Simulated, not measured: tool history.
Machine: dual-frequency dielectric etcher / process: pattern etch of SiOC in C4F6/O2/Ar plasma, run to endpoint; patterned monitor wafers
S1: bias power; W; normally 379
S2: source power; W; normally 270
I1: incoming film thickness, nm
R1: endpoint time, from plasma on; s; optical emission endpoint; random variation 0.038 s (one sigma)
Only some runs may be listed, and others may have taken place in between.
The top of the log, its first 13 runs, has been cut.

| run | hour | S1 | S2 | I1 | R1 |
|---|---|---|---|---|---|
| 14 | 1062.4 | 379 | 270 | 28.76 | 12.4 |
| 15 | 1108.8 | 438 | 330 | 28.89 | 11.4 |
|  | 1174.2 | wet clean of the chamber |
| 16 | 1174.7 | 293 | 310 | 28.72 | 12.8 |
| 17 | 1260.6 | 379 | 330 | 29.06 | 12.0 |
| 18 | 1304.1 | 305 | 310 | 28.84 | 12.7 |
| 19 | 1401.6 | 410 | 290 | 28.89 | 12.2 |
| 20 | 1473.7 | 312 | 340 | 28.82 | 12.2 |
| 21 | 1543.5 | 418 | 270 | 28.71 | 12.1 |
| 22 | 1609.2 | 379 | 270 | 29.01 | 12.6 |
| 23 | 1867.0 | 379 | 270 | 28.55 | 12.2 |
| 24 | 1957.2 | 285 | 330 | 28.87 | 12.1 |
|  | 1963.6 | bias power generator calibrated |
|  | 2016.1 | wet clean of the chamber |
| 25 | 2058.4 | 315 | 270 | 28.66 | 13.1 |
| 26 | 2151.0 | 379 | 270 | 28.58 | 12.5 |
| 27 | 2235.6 | 442 | 240 | 29.05 | 12.6 |
|  | 2328.4 | source power generator calibrated |
| 28 | 2329.0 | 286 | 270 | 28.69 | 12.9 |
| 29 | 2381.9 | 379 | 270 | 28.88 | 12.3 |
| 30 | 2461.8 | 379 | 210 | 28.77 | 13.1 |
| 31 | 2566.8 | 411 | 240 | 28.80 | 12.4 |
| 32 | 2626.2 | 438 | 230 | 28.93 | 12.4 |
|  | 2838.5 | wet clean of the chamber |
| 33 | 2841.9 | 379 | 270 | 28.79 | 12.6 |

Run 34, settings as shown, results not yet in. Your forecast:
| 34 | 3126.0 | 379 | 270 | 28.60 | ? |

{"run 34": {"R1": 12.4}}
With no hidden state in the tool, this same run would have given R1 12.5 s.

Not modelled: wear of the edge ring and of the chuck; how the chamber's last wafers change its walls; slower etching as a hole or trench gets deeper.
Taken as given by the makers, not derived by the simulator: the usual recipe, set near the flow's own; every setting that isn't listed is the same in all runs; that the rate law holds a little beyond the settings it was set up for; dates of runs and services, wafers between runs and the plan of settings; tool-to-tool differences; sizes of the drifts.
